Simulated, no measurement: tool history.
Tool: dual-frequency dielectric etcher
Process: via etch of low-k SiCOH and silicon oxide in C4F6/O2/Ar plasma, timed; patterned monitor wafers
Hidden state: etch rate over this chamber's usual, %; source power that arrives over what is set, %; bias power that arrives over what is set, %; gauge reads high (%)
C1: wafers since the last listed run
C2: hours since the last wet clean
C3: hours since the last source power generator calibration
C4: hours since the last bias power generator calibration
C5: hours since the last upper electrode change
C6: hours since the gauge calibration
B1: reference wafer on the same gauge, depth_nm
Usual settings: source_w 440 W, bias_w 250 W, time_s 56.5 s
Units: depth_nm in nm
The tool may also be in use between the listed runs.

{"run": 1, "hour": 0.0, "source_w": 440, "bias_w": 250, "time_s": 56.5, "C1": 0, "C2": 300.3, "C3": 1389.7, "C4": 3601.6, "C5": 5576.2, "C6": 280.9, "B1": 193.7, "depth_nm": 190.4}
{"run": 2, "hour": 8.0, "source_w": 440, "bias_w": 250, "time_s": 56.5, "C1": 116, "C2": 308.3, "C3": 1397.7, "C4": 3609.6, "C5": 5584.2, "C6": 288.9, "B1": 193.7, "depth_nm": 192.9}
{"run": 3, "hour": 20.1, "source_w": 440, "bias_w": 207, "time_s": 56.5, "C1": 176, "C2": 320.4, "C3": 1409.8, "C4": 3621.7, "C5": 5596.3, "C6": 301.0, "B1": 194.1, "depth_nm": 181.7}
{"run": 4, "hour": 37.3, "source_w": 440, "bias_w": 250, "time_s": 56.5, "C1": 251, "C2": 337.6, "C3": 1427.0, "C4": 3638.9, "C5": 5613.5, "C6": 318.2, "B1": 193.8, "depth_nm": 194.7}
{"run": 5, "hour": 50.5, "source_w": 440, "bias_w": 250, "time_s": 56.5, "C1": 192, "C2": 350.8, "C3": 1440.2, "C4": 3652.1, "C5": 5626.7, "C6": 331.4, "B1": 194.2, "depth_nm": 192.5}
{"run": 6, "hour": 64.7, "source_w": 440, "bias_w": 250, "time_s": 56.5, "C1": 207, "C2": 365.0, "C3": 1454.4, "C4": 3666.3, "C5": 5640.9, "C6": 345.6, "B1": 193.8, "depth_nm": 190.5}
{"hour": 77.5, "done": "bias power generator calibrated"}
{"run": 7, "hour": 78.0, "source_w": 440, "bias_w": 250, "time_s": 56.5, "C1": 135, "C2": 378.3, "C3": 1467.7, "C4": 0.5, "C5": 5654.2, "C6": 358.9, "B1": 194.2, "depth_nm": 192.3}
{"hour": 85.6, "done": "source power generator calibrated"}
{"run": 8, "hour": 87.5, "source_w": 440, "bias_w": 250, "time_s": 56.5, "C1": 80, "C2": 387.8, "C3": 1.9, "C4": 10.0, "C5": 5663.7, "C6": 368.4, "B1": 193.9, "depth_nm": 193.3}
{"run": 9, "hour": 93.5, "source_w": 440, "bias_w": 250, "time_s": 56.5, "C1": 87, "C2": 393.8, "C3": 7.9, "C4": 16.0, "C5": 5669.7, "C6": 374.4, "B1": 194.0, "depth_nm": 191.1}
{"run": 10, "hour": 106.7, "source_w": 440, "bias_w": 250, "time_s": 56.5, "C1": 192, "C2": 407.0, "C3": 21.1, "C4": 29.2, "C5": 5682.9, "C6": 387.6, "B1": 193.9, "depth_nm": 190.4}
{"run": 11, "hour": 112.8, "source_w": 440, "bias_w": 250, "time_s": 56.5, "C1": 89, "C2": 413.1, "C3": 27.2, "C4": 35.3, "C5": 5689.0, "C6": 393.7, "B1": 193.9, "depth_nm": 191.3}
{"run": 12, "hour": 122.4, "source_w": 440, "bias_w": 250, "time_s": 65.5, "C1": 140, "C2": 422.7, "C3": 36.8, "C4": 44.9, "C5": 5698.6, "C6": 403.3, "B1": 194.0, "depth_nm": 223.9}
{"run": 13, "hour": 133.5, "source_w": 440, "bias_w": 250, "time_s": 56.5, "C1": 162, "C2": 433.8, "C3": 47.9, "C4": 56.0, "C5": 5709.7, "C6": 414.4, "B1": 194.2, "depth_nm": 192.4}
{"hour": 157.5, "done": "gauge calibrated"}
{"run": 14, "hour": 171.2, "source_w": 550, "bias_w": 200, "time_s": 56.5, "C1": 550, "C2": 471.5, "C3": 85.6, "C4": 93.7, "C5": 5747.4, "C6": 13.7, "B1": 194.1, "depth_nm": 199.3}
{"run": 15, "hour": 188.2, "source_w": 470, "bias_w": 199, "time_s": 65.0, "C1": 248, "C2": 488.5, "C3": 102.6, "C4": 110.7, "C5": 5764.4, "C6": 30.7, "B1": 193.8, "depth_nm": 212.5}
{"run": 16, "hour": 204.7, "source_w": 440, "bias_w": 211, "time_s": 66.5, "C1": 240, "C2": 505.0, "C3": 119.1, "C4": 127.2, "C5": 5780.9, "C6": 47.2, "B1": 194.2, "depth_nm": 209.9}
{"hour": 231.4, "done": "wet clean of the chamber"}
{"run": 17, "hour": 231.9, "source_w": 440, "bias_w": 250, "time_s": 56.5, "C1": 46, "C2": 0.5, "C3": 146.3, "C4": 154.4, "C5": 5808.1, "C6": 74.4, "B1": 194.0, "depth_nm": 197.3}
{"run": 18, "hour": 232.3, "source_w": 550, "bias_w": 250, "time_s": 56.5, "C1": 5, "C2": 0.9, "C3": 146.7, "C4": 154.8, "C5": 5808.5, "C6": 74.8, "B1": 194.0, "depth_nm": 220.2}
{"run": 19, "hour": 238.6, "source_w": 350, "bias_w": 278, "time_s": 56.5, "C1": 91, "C2": 7.2, "C3": 153.0, "C4": 161.1, "C5": 5814.8, "C6": 81.1, "B1": 194.2, "depth_nm": 183.0}
{"run": 20, "hour": 246.1, "source_w": 520, "bias_w": 270, "time_s": 56.5, "C1": 109, "C2": 14.7, "C3": 160.5, "C4": 168.6, "C5": 5822.3, "C6": 88.6, "B1": 194.3, "depth_nm": 221.4}
{"run": 21, "hour": 258.1, "source_w": 440, "bias_w": 280, "time_s": 56.5, "C1": 175, "C2": 26.7, "C3": 172.5, "C4": 180.6, "C5": 5834.3, "C6": 100.6, "B1": 193.9, "depth_nm": 204.4}
{"run": 22, "hour": 268.7, "source_w": 490, "bias_w": 250, "time_s": 42.0, "C1": 154, "C2": 37.3, "C3": 183.1, "C4": 191.2, "C5": 5844.9, "C6": 111.2, "B1": 194.1, "depth_nm": 155.2}
{"run": 23, "hour": 275.2, "source_w": 440, "bias_w": 250, "time_s": 48.0, "C1": 94, "C2": 43.8, "C3": 189.6, "C4": 197.7, "C5": 5851.4, "C6": 117.7, "B1": 194.1, "depth_nm": 166.6}
{"hour": 304.3, "done": "upper electrode replaced"}
{"run": 24, "hour": 304.8, "source_w": 440, "bias_w": 250, "time_s": 56.5, "C1": 81, "C2": 73.4, "C3": 219.2, "C4": 227.3, "C5": 0.5, "C6": 147.3, "B1": 193.8, "depth_nm": 195.8}
{"run": 25, "hour": 310.1, "source_w": 510, "bias_w": 277, "time_s": 51.0, "C1": 77, "C2": 78.7, "C3": 224.5, "C4": 232.6, "C5": 5.8, "C6": 152.6, "B1": 194.1, "depth_nm": 195.7}
{"run": 26, "hour": 321.1, "source_w": 370, "bias_w": 281, "time_s": 71.0, "C1": 160, "C2": 89.7, "C3": 235.5, "C4": 243.6, "C5": 16.8, "C6": 163.6, "B1": 193.8, "depth_nm": 235.0}
{"run": 27, "hour": 360.4, "source_w": 440, "bias_w": 250, "time_s": 56.5, "C1": 573, "C2": 129.0, "C3": 274.8, "C4": 282.9, "C5": 56.1, "C6": 202.9, "B1": 193.9, "depth_nm": 195.5}
{"run": 28, "hour": 376.3, "source_w": 390, "bias_w": 304, "time_s": 63.0, "C1": 232, "C2": 144.9, "C3": 290.7, "C4": 298.8, "C5": 72.0, "C6": 218.8, "B1": 194.1, "depth_nm": 216.8}
{"run": 29, "hour": 390.7, "source_w": 440, "bias_w": 250, "time_s": 56.5, "C1": 210, "C2": 159.3, "C3": 305.1, "C4": 313.2, "C5": 86.4, "C6": 233.2, "B1": 194.2, "depth_nm": 193.4}
{"run": 30, "hour": 402.7, "source_w": 440, "bias_w": 224, "time_s": 65.0, "C1": 175, "C2": 171.3, "C3": 317.1, "C4": 325.2, "C5": 98.4, "C6": 245.2, "B1": 193.8, "depth_nm": 216.5}
{"run": 31, "hour": 412.7, "source_w": 520, "bias_w": 194, "time_s": 43.0, "C1": 145, "C2": 181.3, "C3": 327.1, "C4": 335.2, "C5": 108.4, "C6": 255.2, "B1": 194.3, "depth_nm": 149.3}

Forecast each of these 3 alternatives for the next run:
{"run": "A", "hour": 413.1, "source_w": 440, "bias_w": 250, "time_s": 56.5, "C1": 5, "C2": 181.7, "C3": 327.5, "C4": 335.6, "C5": 108.8, "C6": 255.6, "B1": "?", "depth_nm": "?"}
{"run": "B", "hour": 413.1, "source_w": 340, "bias_w": 228, "time_s": 56.5, "C1": 5, "C2": 181.7, "C3": 327.5, "C4": 335.6, "C5": 108.8, "C6": 255.6, "B1": "?", "depth_nm": "?"}
{"run": "C", "hour": 413.1, "source_w": 410, "bias_w": 250, "time_s": 44.0, "C1": 5, "C2": 181.7, "C3": 327.5, "C4": 335.6, "C5": 108.8, "C6": 255.6, "B1": "?", "depth_nm": "?"}

run=A B1=194.0 depth_nm=194.7
run=B B1=194.0 depth_nm=166.6
run=C B1=194.0 depth_nm=146.6
Without the tool's hidden state the same runs would have given:
run=A depth_nm=198.4
run=B depth_nm=169.8
run=C depth_nm=149.3

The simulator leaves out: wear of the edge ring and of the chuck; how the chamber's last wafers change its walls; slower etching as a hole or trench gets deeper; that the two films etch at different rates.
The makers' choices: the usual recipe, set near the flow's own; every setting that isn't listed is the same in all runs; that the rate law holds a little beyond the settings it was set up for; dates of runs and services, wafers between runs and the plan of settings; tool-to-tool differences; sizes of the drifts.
